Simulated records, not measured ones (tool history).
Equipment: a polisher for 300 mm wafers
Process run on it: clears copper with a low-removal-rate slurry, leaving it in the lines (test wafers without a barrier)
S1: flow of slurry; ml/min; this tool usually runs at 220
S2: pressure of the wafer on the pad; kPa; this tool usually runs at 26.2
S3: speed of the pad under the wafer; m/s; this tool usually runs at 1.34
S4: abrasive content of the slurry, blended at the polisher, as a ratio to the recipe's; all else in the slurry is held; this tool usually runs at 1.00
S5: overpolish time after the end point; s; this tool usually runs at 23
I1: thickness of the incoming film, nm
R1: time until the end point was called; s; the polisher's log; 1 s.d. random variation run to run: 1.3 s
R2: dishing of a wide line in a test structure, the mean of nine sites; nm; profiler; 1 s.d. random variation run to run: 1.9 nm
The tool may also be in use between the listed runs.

{"run": 1, "hour": 0.0, "S1": 220, "S2": 26.2, "S3": 1.34, "S4": 1.0, "S5": 23, "I1": 532.2, "R1": 104.9, "R2": 81.4}
{"run": 2, "hour": 11.9, "S1": 220, "S2": 26.2, "S3": 1.34, "S4": 1.0, "S5": 23, "I1": 537.0, "R1": 103.5, "R2": 81.0}
{"run": 3, "hour": 36.1, "S1": 220, "S2": 26.2, "S3": 1.34, "S4": 1.0, "S5": 23, "I1": 529.9, "R1": 104.9, "R2": 78.3}
{"hour": 47.1, "done": "slurry blender recalibrated"}
{"run": 4, "hour": 65.4, "S1": 220, "S2": 26.2, "S3": 1.34, "S4": 1.25, "S5": 23, "I1": 529.3, "R1": 97.1, "R2": 80.6}
{"run": 5, "hour": 79.0, "S1": 220, "S2": 26.2, "S3": 1.34, "S4": 1.25, "S5": 23, "I1": 530.4, "R1": 97.8, "R2": 82.1}
{"hour": 80.7, "done": "slurry nozzle cleaned"}
{"hour": 88.4, "done": "worn pad replaced by a new one"}
{"run": 6, "hour": 95.5, "S1": 220, "S2": 26.2, "S3": 1.34, "S4": 1.25, "S5": 23, "I1": 520.5, "R1": 96.3, "R2": 80.6}
{"run": 7, "hour": 103.5, "S1": 220, "S2": 26.2, "S3": 1.34, "S4": 1.0, "S5": 23, "I1": 533.1, "R1": 103.3, "R2": 78.3}
{"run": 8, "hour": 114.5, "S1": 220, "S2": 26.2, "S3": 1.34, "S4": 1.0, "S5": 23, "I1": 534.0, "R1": 109.0, "R2": 79.9}
{"run": 9, "hour": 131.5, "S1": 220, "S2": 26.2, "S3": 1.34, "S4": 1.0, "S5": 23, "I1": 522.0, "R1": 102.9, "R2": 78.7}
{"run": 10, "hour": 137.6, "S1": 165, "S2": 26.2, "S3": 1.46, "S4": 0.75, "S5": 23, "I1": 523.3, "R1": 110.8, "R2": 75.3}
{"run": 11, "hour": 148.7, "S1": 220, "S2": 26.2, "S3": 1.34, "S4": 1.25, "S5": 23, "I1": 529.8, "R1": 99.6, "R2": 80.5}
{"run": 12, "hour": 159.1, "S1": 185, "S2": 33.8, "S3": 1.56, "S4": 1.0, "S5": 37, "I1": 528.1, "R1": 72.9, "R2": 145.4}
{"run": 13, "hour": 169.1, "S1": 220, "S2": 26.2, "S3": 1.34, "S4": 1.0, "S5": 23, "I1": 533.0, "R1": 109.0, "R2": 79.0}
{"run": 14, "hour": 178.3, "S1": 220, "S2": 19.3, "S3": 1.78, "S4": 1.0, "S5": 27, "I1": 534.4, "R1": 113.7, "R2": 83.1}
{"run": 15, "hour": 194.5, "S1": 175, "S2": 31.7, "S3": 1.34, "S4": 0.75, "S5": 23, "I1": 528.5, "R1": 98.5, "R2": 85.0}
{"run": 16, "hour": 202.9, "S1": 220, "S2": 17.2, "S3": 1.72, "S4": 1.0, "S5": 23, "I1": 535.6, "R1": 134.9, "R2": 63.0}
{"hour": 212.2, "done": "head pressure recalibrated"}
{"hour": 217.8, "done": "worn pad replaced by a new one"}
{"run": 17, "hour": 220.1, "S1": 220, "S2": 26.2, "S3": 1.34, "S4": 1.0, "S5": 30, "I1": 522.8, "R1": 95.4, "R2": 99.4}
{"run": 18, "hour": 232.4, "S1": 220, "S2": 29.0, "S3": 1.34, "S4": 0.85, "S5": 23, "I1": 538.8, "R1": 92.0, "R2": 90.8}
{"run": 19, "hour": 241.3, "S1": 220, "S2": 24.1, "S3": 1.34, "S4": 1.3, "S5": 29, "I1": 531.2, "R1": 97.8, "R2": 97.8}
{"run": 20, "hour": 259.0, "S1": 220, "S2": 26.2, "S3": 1.34, "S4": 0.8, "S5": 13, "I1": 539.0, "R1": 102.8, "R2": 50.9}
{"run": 21, "hour": 274.2, "S1": 220, "S2": 26.2, "S3": 1.34, "S4": 1.0, "S5": 23, "I1": 525.9, "R1": 96.2, "R2": 81.9}
{"run": 22, "hour": 292.2, "S1": 220, "S2": 26.2, "S3": 1.34, "S4": 1.0, "S5": 23, "I1": 530.4, "R1": 93.1, "R2": 84.5}
{"run": 23, "hour": 299.4, "S1": 220, "S2": 26.2, "S3": 1.34, "S4": 1.0, "S5": 27, "I1": 526.3, "R1": 95.5, "R2": 92.6}
{"run": 24, "hour": 309.9, "S1": 220, "S2": 19.3, "S3": 1.34, "S4": 1.0, "S5": 23, "I1": 529.9, "R1": 130.9, "R2": 63.0}
{"run": 25, "hour": 325.9, "S1": 145, "S2": 26.2, "S3": 1.34, "S4": 1.0, "S5": 23, "I1": 532.5, "R1": 100.3, "R2": 80.9}
{"run": 26, "hour": 341.0, "S1": 220, "S2": 20.0, "S3": 1.34, "S4": 1.0, "S5": 16, "I1": 536.1, "R1": 126.8, "R2": 50.2}
{"hour": 349.5, "done": "worn pad replaced by a new one"}
{"run": 27, "hour": 354.9, "S1": 220, "S2": 26.2, "S3": 1.34, "S4": 1.2, "S5": 23, "I1": 525.7, "R1": 88.7, "R2": 88.7}
{"run": 28, "hour": 372.3, "S1": 220, "S2": 21.4, "S3": 1.34, "S4": 1.0, "S5": 23, "I1": 533.0, "R1": 119.2, "R2": 70.6}
{"run": 29, "hour": 389.3, "S1": 220, "S2": 26.2, "S3": 1.34, "S4": 1.0, "S5": 23, "I1": 532.3, "R1": 97.0, "R2": 83.0}

Here are 3 independent what-if runs from the current tool condition. What would each one return?
{"run": "A", "hour": 389.8, "S1": 220, "S2": 17.9, "S3": 1.34, "S4": 1.0, "S5": 23, "I1": 528.1, "R1": "?", "R2": "?"}
{"run": "B", "hour": 389.8, "S1": 285, "S2": 26.2, "S3": 1.34, "S4": 1.0, "S5": 23, "I1": 528.1, "R1": "?", "R2": "?"}
{"run": "C", "hour": 389.8, "S1": 220, "S2": 26.2, "S3": 1.34, "S4": 1.0, "S5": 18, "I1": 528.1, "R1": "?", "R2": "?"}

run=A R1=141.7 R2=60.7
run=B R1=95.2 R2=84.8
run=C R1=97.0 R2=69.4
Stripped of hidden state, with their random variation kept, the same runs would have yielded:
run=A R1=137.9 R2=62.1
run=B R1=92.7 R2=86.7
run=C R1=94.4 R2=71.0
